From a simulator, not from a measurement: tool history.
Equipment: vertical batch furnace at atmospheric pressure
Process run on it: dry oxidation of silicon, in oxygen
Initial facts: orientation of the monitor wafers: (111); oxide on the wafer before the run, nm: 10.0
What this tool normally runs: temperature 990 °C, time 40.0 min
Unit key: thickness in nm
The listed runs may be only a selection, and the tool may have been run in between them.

run,hour,temperature,time,wafers since the last listed run,hours since the last temperature calibration,hours since the boat lift was adjusted,hours since the gauge calibration,"read-back reference wafer on the same gauge, thickness",thickness
1,0.0,990,40.0,0,2714.1,3529.3,216.8,61.67,53.02
2,17.0,990,40.0,205,2731.1,3546.3,233.8,61.68,52.90
3,27.0,990,40.0,120,2741.1,3556.3,243.8,61.63,53.29
4,40.4,990,40.0,161,2754.5,3569.7,257.2,61.79,53.80
5,58.5,998,40.0,218,2772.6,3587.8,275.3,61.71,56.27
6,73.9,990,31.0,185,2788.0,3603.2,290.7,61.67,45.77
7,85.3,990,31.0,137,2799.4,3614.6,302.1,61.79,45.55
8,96.5,990,31.0,135,2810.6,3625.8,313.3,61.78,45.51
9,115.0,990,40.0,223,2829.1,3644.3,331.8,61.70,52.92
10,129.7,990,40.0,177,2843.8,3659.0,346.5,61.75,53.57
11,142.5,990,40.0,154,2856.6,3671.8,359.3,61.69,53.26
12,150.0,990,40.0,90,2864.1,3679.3,366.8,61.68,53.60
13,168.7,990,40.0,225,2882.8,3698.0,385.5,61.67,53.41
# hour 197.5: boat lift adjusted
14,198.0,990,40.0,63,2912.1,0.5,414.8,61.79,53.47
15,202.7,1007,28.0,56,2916.8,5.2,419.5,61.73,48.11
16,212.5,976,52.0,118,2926.6,15.0,429.3,61.71,56.38
# hour 213.3: gauge calibrated
17,222.0,990,40.0,114,2936.1,24.5,8.7,61.66,53.19
18,230.6,978,30.5,103,2944.7,33.1,17.3,61.62,41.51
# hour 265.1: thermocouples replaced and temperature profile calibrated
19,265.6,1010,40.0,132,0.5,68.1,52.3,61.74,61.24
20,270.2,972,30.0,55,5.1,72.7,56.9,61.67,39.24
21,274.9,1004,49.5,56,9.8,77.4,61.6,61.70,66.83
22,286.7,990,31.0,142,21.6,89.2,73.4,61.67,45.73
23,302.0,996,45.0,184,36.9,104.5,88.7,61.65,59.63
24,317.1,990,40.0,182,52.0,119.6,103.8,61.71,52.84
25,332.8,1000,34.5,189,67.7,135.3,119.5,61.67,51.77
26,376.9,990,40.0,531,111.8,179.4,163.6,61.71,53.36
27,387.0,978,59.5,121,121.9,189.5,173.7,61.72,62.17
28,400.4,990,26.5,161,135.3,202.9,187.1,61.69,41.59

List, for all runs, the conditions of the tool that the log does not record:
true tube temperature minus thermocouple reading, K: 0 on each run
monitor wafer colder than the profiled boat position, K: 0 on each run
gauge reads high (%): 0 on each run

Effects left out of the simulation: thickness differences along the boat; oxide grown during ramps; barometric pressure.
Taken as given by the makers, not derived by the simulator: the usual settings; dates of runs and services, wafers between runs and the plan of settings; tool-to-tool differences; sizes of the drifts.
